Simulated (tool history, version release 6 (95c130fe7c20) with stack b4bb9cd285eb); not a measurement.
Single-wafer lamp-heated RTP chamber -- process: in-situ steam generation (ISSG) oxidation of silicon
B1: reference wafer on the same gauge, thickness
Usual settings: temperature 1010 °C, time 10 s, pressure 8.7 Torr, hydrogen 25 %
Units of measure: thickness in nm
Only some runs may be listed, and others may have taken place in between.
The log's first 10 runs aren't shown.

{"day": 50.15, "done": "hydrogen flow controller replaced"}
{"run": 11, "day": 51.854, "temperature": 1010, "time": 10, "pressure": 8.7, "hydrogen": 25, "B1": 5.599, "thickness": 4.715}
{"run": 12, "day": 55.55, "temperature": 1010, "time": 10, "pressure": 9.2, "hydrogen": 25, "B1": 5.604, "thickness": 4.703}
{"run": 13, "day": 57.588, "temperature": 1010, "time": 10, "pressure": 9.2, "hydrogen": 25, "B1": 5.604, "thickness": 4.743}
{"run": 14, "day": 61.508, "temperature": 1010, "time": 8, "pressure": 8.7, "hydrogen": 25, "B1": 5.602, "thickness": 4.408}
{"day": 63.096, "done": "pyrometer window cleaned and pyrometer calibrated"}
{"run": 15, "day": 63.892, "temperature": 1010, "time": 8, "pressure": 8.7, "hydrogen": 25, "B1": 5.591, "thickness": 4.265}
{"run": 16, "day": 67.483, "temperature": 1029, "time": 7, "pressure": 9.7, "hydrogen": 19, "B1": 5.591, "thickness": 3.953}
{"run": 17, "day": 71.892, "temperature": 1010, "time": 10, "pressure": 8.7, "hydrogen": 25, "B1": 5.594, "thickness": 4.749}
{"day": 71.917, "done": "gauge calibrated"}
{"run": 18, "day": 75.683, "temperature": 1021, "time": 10, "pressure": 8.3, "hydrogen": 22, "B1": 5.603, "thickness": 4.818}
{"run": 19, "day": 84.308, "temperature": 1010, "time": 10, "pressure": 8.7, "hydrogen": 25, "B1": 5.595, "thickness": 4.871}
{"day": 84.833, "done": "pyrometer window cleaned and pyrometer calibrated"}
{"run": 20, "day": 86.592, "temperature": 1010, "time": 10, "pressure": 8.1, "hydrogen": 25, "B1": 5.596, "thickness": 4.708}
{"run": 21, "day": 89.983, "temperature": 1010, "time": 10, "pressure": 8.7, "hydrogen": 25, "B1": 5.598, "thickness": 4.686}
{"run": 22, "day": 91.596, "temperature": 995, "time": 8, "pressure": 8.0, "hydrogen": 19, "B1": 5.596, "thickness": 3.841}
{"run": 23, "day": 93.288, "temperature": 1010, "time": 10, "pressure": 8.7, "hydrogen": 16, "B1": 5.592, "thickness": 4.207}
{"run": 24, "day": 95.579, "temperature": 1010, "time": 10, "pressure": 8.7, "hydrogen": 25, "B1": 5.595, "thickness": 4.754}
{"run": 25, "day": 97.212, "temperature": 1024, "time": 11, "pressure": 7.3, "hydrogen": 32, "B1": 5.594, "thickness": 5.622}
{"run": 26, "day": 101.475, "temperature": 1021, "time": 7, "pressure": 8.7, "hydrogen": 32, "B1": 5.599, "thickness": 4.612}
{"run": 27, "day": 105.342, "temperature": 1010, "time": 10, "pressure": 8.7, "hydrogen": 19, "B1": 5.588, "thickness": 4.495}
{"run": 28, "day": 107.004, "temperature": 1022, "time": 10, "pressure": 7.6, "hydrogen": 31, "B1": 5.602, "thickness": 5.448}
{"day": 109.183, "done": "pyrometer window cleaned and pyrometer calibrated"}
{"run": 29, "day": 109.908, "temperature": 1010, "time": 10, "pressure": 8.7, "hydrogen": 25, "B1": 5.607, "thickness": 4.713}
{"run": 30, "day": 111.817, "temperature": 999, "time": 14, "pressure": 9.3, "hydrogen": 17, "B1": 5.607, "thickness": 4.73}

Consider 5 possible next runs. They are alternatives, not a sequence: every one starts from the tool as it was left by run 30. What does each give?
{"run": "A", "day": 111.833, "temperature": 1010, "time": 10, "pressure": 9.5, "hydrogen": 25, "B1": "?", "thickness": "?"}
{"run": "B", "day": 111.833, "temperature": 995, "time": 10, "pressure": 8.7, "hydrogen": 25, "B1": "?", "thickness": "?"}
{"run": "C", "day": 111.833, "temperature": 1010, "time": 10, "pressure": 7.2, "hydrogen": 25, "B1": "?", "thickness": "?"}
{"run": "D", "day": 111.833, "temperature": 1028, "time": 10, "pressure": 8.7, "hydrogen": 25, "B1": "?", "thickness": "?"}
{"run": "E", "day": 111.833, "temperature": 1020, "time": 8, "pressure": 8.7, "hydrogen": 19, "B1": "?", "thickness": "?"}

run=A B1=5.598 thickness=4.620
run=B B1=5.598 thickness=4.455
run=C B1=5.598 thickness=4.709
run=D B1=5.598 thickness=5.005
run=E B1=5.598 thickness=4.099
What these runs would have given with no unlogged condition in the tool:
run=A thickness=4.605
run=B thickness=4.442
run=C thickness=4.694
run=D thickness=4.987
run=E thickness=4.086
